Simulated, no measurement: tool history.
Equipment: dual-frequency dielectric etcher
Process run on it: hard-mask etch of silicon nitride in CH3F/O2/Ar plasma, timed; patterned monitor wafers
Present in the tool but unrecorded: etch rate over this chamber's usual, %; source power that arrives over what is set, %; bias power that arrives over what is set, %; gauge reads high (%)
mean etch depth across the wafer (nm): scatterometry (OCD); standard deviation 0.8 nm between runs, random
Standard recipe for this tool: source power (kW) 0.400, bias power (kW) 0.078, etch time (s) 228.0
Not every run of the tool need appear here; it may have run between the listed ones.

run   hour  source power (kW)  bias power (kW)  etch time (s)  wafers since the last listed run  hours since the last wet clean  hours since the last source power generator calibration  hours since the last bias power generator calibration  hours since the last upper electrode change  hours since the gauge calibration  read-back reference wafer on the same gauge, depth_nm  mean etch depth across the wafer (nm)
  1    0.0              0.400            0.066          267.0                                 0                           264.2                                                   4064.9                                                 2561.8                                       5418.4                              326.9                                                  186.1                                  194.4
  2   32.4              0.450            0.078          228.0                               229                           296.6                                                   4097.3                                                 2594.2                                       5450.8                              359.3                                                  186.2                                  185.0
  3   48.2              0.400            0.069          228.0                               111                           312.4                                                   4113.1                                                 2610.0                                       5466.6                              375.1                                                  186.2                                  171.7
  4   83.5              0.400            0.069          228.0                               250                           347.7                                                   4148.4                                                 2645.3                                       5501.9                              410.4                                                  185.6                                  169.1
  5  115.2              0.400            0.069          228.0                               224                           379.4                                                   4180.1                                                 2677.0                                       5533.6                              442.1                                                  185.8                                  170.3
  6  143.7              0.400            0.078          173.5                               201                           407.9                                                   4208.6                                                 2705.5                                       5562.1                              470.6                                                  185.7                                  134.5
  7  159.6              0.400            0.078          173.5                               112                           423.8                                                   4224.5                                                 2721.4                                       5578.0                              486.5                                                  186.2                                  134.6
  8  187.9              0.400            0.078          173.5                               200                           452.1                                                   4252.8                                                 2749.7                                       5606.3                              514.8                                                  186.1                                  136.2
  9  202.9              0.400            0.078          228.0                               106                           467.1                                                   4267.8                                                 2764.7                                       5621.3                              529.8                                                  185.8                                  177.2
 10  221.5              0.400            0.078          228.0                               131                           485.7                                                   4286.4                                                 2783.3                                       5639.9                              548.4                                                  186.1                                  179.3
 11  250.8              0.400            0.089          228.0                               207                           515.0                                                   4315.7                                                 2812.6                                       5669.2                              577.7                                                  186.2                                  186.3
 12  265.9              0.400            0.089          228.0                               106                           530.1                                                   4330.8                                                 2827.7                                       5684.3                              592.8                                                  185.7                                  186.6
 13  291.1              0.400            0.078          228.0                               178                           555.3                                                   4356.0                                                 2852.9                                       5709.5                              618.0                                                  186.0                                  179.1
     319.5  -- wet clean of the chamber
 14  322.2              0.320            0.078          228.0                                50                             2.7                                                   4387.1                                                 2884.0                                       5740.6                              649.1                                                  186.2                                  154.9
 15  341.3              0.400            0.078          228.0                               135                            21.8                                                   4406.2                                                 2903.1                                       5759.7                              668.2                                                  185.8                                  171.7
 16  360.3              0.360            0.071          256.0                               134                            40.8                                                   4425.2                                                 2922.1                                       5778.7                              687.2                                                  186.3                                  179.8
 17  384.1              0.460            0.069          228.0                               168                            64.6                                                   4449.0                                                 2945.9                                       5802.5                              711.0                                                  186.1                                  177.5
 18  433.7              0.400            0.094          228.0                               351                           114.2                                                   4498.6                                                 2995.5                                       5852.1                              760.6                                                  185.9                                  184.1
     464.6  -- bias power generator calibrated
 19  467.5              0.440            0.062          228.0                               211                           148.0                                                   4532.4                                                    2.9                                       5885.9                              794.4                                                  186.0                                  170.1
     501.2  -- upper electrode replaced
 20  501.7              0.400            0.078          207.5                                72                           182.2                                                   4566.6                                                   37.1                                          0.5                              828.6                                                  185.9                                  158.7
 21  511.8              0.440            0.073          228.0                                71                           192.3                                                   4576.7                                                   47.2                                         10.6                              838.7                                                  186.4                                  177.7
 22  527.7              0.320            0.089          228.0                               112                           208.2                                                   4592.6                                                   63.1                                         26.5                              854.6                                                  185.8                                  164.6
 23  540.1              0.370            0.078          228.0                                87                           220.6                                                   4605.0                                                   75.5                                         38.9                              867.0                                                  185.9                                  167.7
 24  555.9              0.460            0.069          228.0                               111                           236.4                                                   4620.8                                                   91.3                                         54.7                              882.8                                                  186.2                                  179.2
 25  574.2              0.460            0.090          204.0                               129                           254.7                                                   4639.1                                                  109.6                                         73.0                              901.1                                                  186.3                                  174.7

Expected results for the next run?
     579.4  -- source power generator calibrated
     584.2  -- gauge calibrated
 26  601.9              0.310            0.078          268.5                               167                           282.4                                                     22.5                                                  137.3                                        100.7                               17.7                                                      ?                                      ?

{"run 26": {"read-back reference wafer on the same gauge, depth_nm": 185.7, "mean etch depth across the wafer (nm)": 184.3}}
On a tool with no hidden condition, and with the same random variation, this run would have come out at mean etch depth across the wafer (nm) 181.2.
